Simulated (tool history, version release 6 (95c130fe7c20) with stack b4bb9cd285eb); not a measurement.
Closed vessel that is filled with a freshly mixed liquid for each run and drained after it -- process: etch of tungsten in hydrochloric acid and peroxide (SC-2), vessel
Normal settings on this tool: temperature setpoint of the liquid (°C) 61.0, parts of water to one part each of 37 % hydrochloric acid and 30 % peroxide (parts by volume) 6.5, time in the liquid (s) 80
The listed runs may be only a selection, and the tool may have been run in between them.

run,hour,temperature setpoint of the liquid (°C),parts of water to one part each of 37 % hydrochloric acid and 30 % peroxide (parts by volume),time in the liquid (s),"read-back film thickness of the tungsten reference wafer, read on the same gauge (nm)",thickness taken off the tungsten on a monitor wafer (angstrom)
1,0.0,61.0,6.5,80,50.03,443.1
2,68.7,61.0,6.5,80,50.01,440.7
3,127.7,61.0,6.5,80,49.99,442.7
4,195.2,61.0,8.5,80,50.02,355.0
5,260.5,61.0,8.5,80,49.98,354.0
6,307.8,61.0,6.5,80,49.97,438.2
7,379.5,61.0,5.0,55,50.02,363.9
8,448.9,55.5,6.5,80,50.00,308.1
# hour 455.3: gauge calibrated
# hour 474.3: thermometer replaced
9,553.1,61.0,7.5,80,49.98,385.4
# hour 628.3: new drum of peroxide connected
10,648.6,61.0,6.5,80,50.01,431.2
# hour 661.4: chemicals flow meter replaced
11,693.5,61.0,6.5,80,49.98,466.9
12,756.8,51.5,6.5,80,49.98,254.0

What will run 13 give?
13,817.1,61.0,6.5,80,?,?

read-back film thickness of the tungsten reference wafer, read on the same gauge (nm): 49.98
thickness taken off the tungsten on a monitor wafer (angstrom): 463.9
If the tool had no hidden condition, the same run with the same run-to-run variation would have returned thickness taken off the tungsten on a monitor wafer (angstrom) 467.9.

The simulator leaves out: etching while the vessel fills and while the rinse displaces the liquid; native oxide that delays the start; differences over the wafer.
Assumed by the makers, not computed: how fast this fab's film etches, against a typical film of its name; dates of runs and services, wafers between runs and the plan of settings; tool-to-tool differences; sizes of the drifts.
